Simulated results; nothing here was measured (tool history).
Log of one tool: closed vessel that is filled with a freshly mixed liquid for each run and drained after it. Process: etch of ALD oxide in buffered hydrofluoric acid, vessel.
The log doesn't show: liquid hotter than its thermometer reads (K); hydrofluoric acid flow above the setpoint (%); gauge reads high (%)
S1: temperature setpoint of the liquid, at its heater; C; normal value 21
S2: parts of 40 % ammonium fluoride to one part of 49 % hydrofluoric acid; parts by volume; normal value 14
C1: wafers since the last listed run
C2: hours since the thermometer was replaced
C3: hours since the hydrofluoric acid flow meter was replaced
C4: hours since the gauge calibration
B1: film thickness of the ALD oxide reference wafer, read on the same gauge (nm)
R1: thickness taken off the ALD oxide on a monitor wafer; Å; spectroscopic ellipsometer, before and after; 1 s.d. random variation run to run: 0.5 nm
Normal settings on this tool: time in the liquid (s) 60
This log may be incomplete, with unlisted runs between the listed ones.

Run 1, hour 0: usual settings; C1 0; C2 659.8; C3 1085.1; C4 1613.4; B1 119.99. Result: R1 1419 Å.
Run 2, hour 87.2: usual settings; C1 6623; C2 747; C3 1172.3; C4 1700.6; B1 120.02. Result: R1 1416.3 Å.
Run 3, hour 267.5: usual settings; C1 13695; C2 927.3; C3 1352.6; C4 1880.9; B1 120. Result: R1 1417.5 Å.
At hour 367.9: gauge calibrated.
Run 4, hour 372.9: usual settings; C1 8006; C2 1032.7; C3 1458; C4 5; B1 120.02. Result: R1 1416.4 Å.
Run 5, hour 458: usual settings but S1 18.5 C, S2 11.5 parts by volume; C1 6464; C2 1117.8; C3 1543.1; C4 90.1; B1 119.98. Result: R1 1505.2 Å.
Run 6, hour 500.9: usual settings but S1 18.5 C, S2 11.5 parts by volume; C1 3258; C2 1160.7; C3 1586; C4 133; B1 119.99. Result: R1 1501.5 Å.
Run 7, hour 543.5: usual settings; C1 3235; C2 1203.3; C3 1628.6; C4 175.6; B1 120.02. Result: R1 1420.8 Å.
At hour 610.6: hydrofluoric acid flow meter replaced.
Run 8, hour 635.9: usual settings; C1 6942; C2 1295.7; C3 25.3; C4 268; B1 120. Result: R1 1402.4 Å.
Run 9, hour 702: usual settings but S2 15.5 parts by volume; C1 5021; C2 1361.8; C3 91.4; C4 334.1; B1 120. Result: R1 1263.9 Å.
Run 10, hour 800.4: usual settings but S2 15.5 parts by volume; C1 7474; C2 1460.2; C3 189.8; C4 432.5; B1 119.98. Result: R1 1268.3 Å.
Run 11, hour 853.6: usual settings but S1 22 C, time in the liquid (s) 70; C1 4041; C2 1513.4; C3 243; C4 485.7; B1 120.01. Result: R1 1719.6 Å.
Run 12, hour 919.2: usual settings but S1 23 C, S2 11.5 parts by volume, time in the liquid (s) 30; C1 4983; C2 1579; C3 308.6; C4 551.3; B1 119.99. Result: R1 949.8 Å.
Run 13, hour 971.7: usual settings; C1 3987; C2 1631.5; C3 361.1; C4 603.8; B1 120.01. Result: R1 1398.9 Å.
Run 14, hour 1039.1: usual settings; C1 5119; C2 1698.9; C3 428.5; C4 671.2; B1 120. Result: R1 1399.5 Å.
Run 15, hour 1098.3: usual settings; C1 4496; C2 1758.1; C3 487.7; C4 730.4; B1 120. Result: R1 1408.1 Å.
Run 16, hour 1184: usual settings; C1 6509; C2 1843.8; C3 573.4; C4 816.1; B1 120.02. Result: R1 1413.5 Å.
Run 17, hour 1250.1: usual settings but S2 18 parts by volume, time in the liquid (s) 75; C1 5021; C2 1909.9; C3 639.5; C4 882.2; B1 120.01. Result: R1 1375 Å.
Run 18, hour 1299.2: usual settings but S1 17.5 C; C1 3729; C2 1959; C3 688.6; C4 931.3; B1 119.99. Result: R1 1152.8 Å.
Run 19, hour 1372.4: usual settings but S1 17 C, S2 16.5 parts by volume; C1 5560; C2 2032.2; C3 761.8; C4 1004.5; B1 119.97. Result: R1 952.1 Å.
Run 20, hour 1455.7: usual settings but S1 24 C, time in the liquid (s) 75; C1 6327; C2 2115.5; C3 845.1; C4 1087.8; B1 120.01. Result: R1 2076.8 Å.
At hour 1495.9: thermometer replaced.
Run 21, hour 1540.4: usual settings but time in the liquid (s) 30; C1 6357; C2 44.5; C3 929.8; C4 1172.5; B1 119.99. Result: R1 701.6 Å.
Run 22, hour 1576.8: usual settings but S1 25.5 C, S2 12.5 parts by volume, time in the liquid (s) 90; C1 2764; C2 80.9; C3 966.2; C4 1208.9; B1 119.99. Result: R1 3018.6 Å.
Run 23, hour 1680.6: usual settings but S2 10 parts by volume; C1 7884; C2 184.7; C3 1070; C4 1312.7; B1 120. Result: R1 1952.9 Å.
Run 24, hour 1747.1: usual settings but S1 17 C, S2 9 parts by volume, time in the liquid (s) 30; C1 5051; C2 251.2; C3 1136.5; C4 1379.2; B1 119.99. Result: R1 837.4 Å.
Run 25, hour 1813.6: usual settings but S1 25 C, S2 11 parts by volume, time in the liquid (s) 95; C1 5051; C2 317.7; C3 1203; C4 1445.7; B1 119.99. Result: R1 3521.1 Å.
Run 26, hour 1849.9: usual settings; C1 2757; C2 354; C3 1239.3; C4 1482; B1 120. Result: R1 1410.6 Å.
Run 27, hour 1939.5: usual settings but S1 26 C, S2 12.5 parts by volume, time in the liquid (s) 75; C1 6806; C2 443.6; C3 1328.9; C4 1571.6; B1 120.01. Result: R1 2586.8 Å.
Run 28, hour 2005.9: usual settings but S2 9 parts by volume; C1 5043; C2 510; C3 1395.3; C4 1638; B1 119.98. Result: R1 2110.5 Å.
Run 29, hour 2056.2: usual settings but S1 17.5 C, S2 10.5 parts by volume; C1 3820; C2 560.3; C3 1445.6; C4 1688.3; B1 119.99. Result: R1 1544.6 Å.
Run 30, hour 2160.2: usual settings but time in the liquid (s) 85; C1 7899; C2 664.3; C3 1549.6; C4 1792.3; B1 120.01. Result: R1 2016 Å.
At hour 2169.9: gauge calibrated.
Run 31, hour 2253: usual settings but S1 17 C, S2 16 parts by volume; C1 7049; C2 757.1; C3 1642.4; C4 83.1; B1 120. Result: R1 1000.4 Å.
Run 32, hour 2360: usual settings; C1 8127; C2 864.1; C3 1749.4; C4 190.1; B1 120.03. Result: R1 1419.7 Å.
Run 33, hour 2452.6: usual settings but S2 15.5 parts by volume; C1 7034; C2 956.7; C3 1842; C4 282.7; B1 119.98. Result: R1 1293.4 Å.
Run 34, hour 2534.3: usual settings; C1 6206; C2 1038.4; C3 1923.7; C4 364.4; B1 120.01. Result: R1 1425.4 Å.
At hour 2602.4: hydrofluoric acid flow meter replaced.
Run 35, hour 2617.5: usual settings but S2 8.5 parts by volume; C1 6244; C2 1121.6; C3 15.1; C4 447.6; B1 120. Result: R1 2188.9 Å.

Alternative continuations, all from the tool just after run 35; predict every row:
Run A, hour 2618.2: usual settings; C1 53; C2 1122.3; C3 15.8; C4 448.3; B1 ?. Result: R1 ?.
Run B, hour 2618.2: usual settings but S1 17 C, S2 12.5 parts by volume, time in the liquid (s) 90; C1 53; C2 1122.3; C3 15.8; C4 448.3; B1 ?. Result: R1 ?.
Run C, hour 2618.2: usual settings but time in the liquid (s) 75; C1 53; C2 1122.3; C3 15.8; C4 448.3; B1 ?. Result: R1 ?.

run   B1      R1
  A  120  1396.3
  B  120    1868
  C  120  1745.4
Without the tool's hidden state the same runs would have given:
run      R1
  A  1395.8
  B  1867.3
  C  1744.8

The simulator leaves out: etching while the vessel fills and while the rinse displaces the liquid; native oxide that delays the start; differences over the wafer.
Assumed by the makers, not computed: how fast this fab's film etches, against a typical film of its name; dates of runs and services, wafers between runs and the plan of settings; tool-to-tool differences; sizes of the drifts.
